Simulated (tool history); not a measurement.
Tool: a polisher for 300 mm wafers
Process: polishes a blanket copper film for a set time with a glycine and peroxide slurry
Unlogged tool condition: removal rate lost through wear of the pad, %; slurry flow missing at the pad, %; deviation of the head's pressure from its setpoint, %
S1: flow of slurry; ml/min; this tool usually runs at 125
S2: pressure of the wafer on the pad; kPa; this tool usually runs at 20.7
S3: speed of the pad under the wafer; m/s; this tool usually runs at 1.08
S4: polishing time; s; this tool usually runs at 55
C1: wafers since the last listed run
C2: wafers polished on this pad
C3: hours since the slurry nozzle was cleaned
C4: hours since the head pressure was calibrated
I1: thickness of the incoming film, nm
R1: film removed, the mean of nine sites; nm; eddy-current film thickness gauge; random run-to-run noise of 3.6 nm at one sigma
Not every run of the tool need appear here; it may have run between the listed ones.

run	hour	S1	S2	S3	S4	C1	C2	C3	C4	I1	R1
1	0.0	125	20.7	1.08	55	0	3408	182.1	458.0	1644.4	332.6
# hour 2.3: worn pad replaced by a new one
2	46.4	125	20.7	1.08	55	437	437	228.5	504.4	1654.1	325.2
3	91.2	125	20.7	1.08	55	444	882	273.3	549.2	1615.1	335.8
4	132.8	125	20.7	1.08	55	412	1294	314.9	590.8	1662.6	327.8
5	197.2	125	20.7	1.08	55	639	1933	379.3	655.2	1645.0	339.2
6	253.8	155	20.7	1.08	55	561	2495	435.9	711.8	1642.9	348.5
# hour 287.5: worn pad replaced by a new one
7	315.5	155	20.7	1.08	55	572	277	497.6	773.5	1659.2	345.9
8	380.6	155	20.7	1.08	55	645	923	562.7	838.6	1631.0	347.2
9	409.7	125	20.7	1.08	55	288	1212	591.8	867.7	1616.7	335.0
10	437.6	125	20.7	1.08	55	276	1489	619.7	895.6	1645.2	342.2
11	483.2	125	20.7	1.08	55	452	1941	665.3	941.2	1653.8	335.7
# hour 526.6: head pressure recalibrated
12	535.7	125	24.8	1.08	55	501	2442	717.8	9.1	1646.6	363.0
# hour 561.5: worn pad replaced by a new one
13	574.5	125	24.8	1.08	55	345	129	756.6	47.9	1641.6	374.9
# hour 580.3: slurry nozzle cleaned
14	621.4	125	20.7	1.08	55	455	584	41.1	94.8	1660.8	321.4
15	786.6	125	20.7	1.08	55	1639	2223	206.3	260.0	1644.4	327.4
# hour 909.5: worn pad replaced by a new one, of another model than before
16	994.3	105	14.5	1.20	73	2021	841	414.0	467.7	1633.2	379.8
17	1049.1	115	20.7	0.78	46	543	1385	468.8	522.5	1639.6	223.6
18	1099.4	125	26.2	1.08	74	499	1884	519.1	572.8	1647.3	485.8
19	1129.5	165	17.2	1.26	71	298	2182	549.2	602.9	1673.0	432.9
20	1186.4	155	27.6	1.40	68	564	2747	606.1	659.8	1648.2	569.2
# hour 1204.4: worn pad replaced by a new one
21	1233.9	90	20.7	1.08	73	431	292	653.6	707.3	1658.4	407.9
22	1262.3	125	20.7	1.08	43	281	574	682.0	735.7	1626.8	250.4
23	1312.0	140	15.2	1.34	55	493	1067	731.7	785.4	1636.1	332.2
24	1351.4	125	20.7	1.30	41	390	1458	771.1	824.8	1672.8	274.0
# hour 1358.3: slurry nozzle cleaned
# hour 1368.8: head pressure recalibrated
25	1407.8	105	20.7	1.08	37	529	1988	49.5	39.0	1631.4	203.4
26	1477.4	125	20.7	1.08	63	690	2679	119.1	108.6	1638.2	360.9
27	1526.3	145	15.2	1.08	55	485	3164	168.0	157.5	1635.8	277.8

Each row is a separate what-if for the run after 27, all from the same tool condition, not one after another. Results?
A	1526.7	125	20.7	1.26	55	3	3168	168.4	157.9	1680.9	?
B	1526.7	155	22.8	1.30	38	3	3168	168.4	157.9	1680.9	?
C	1526.7	135	20.7	1.08	62	3	3168	168.4	157.9	1680.9	?

run	R1
A	350.7
B	266.1
C	362.3
Take away the tool's hidden state, keep each run's random variation, and the runs would have read:
run	R1
A	343.8
B	260.8
C	355.2
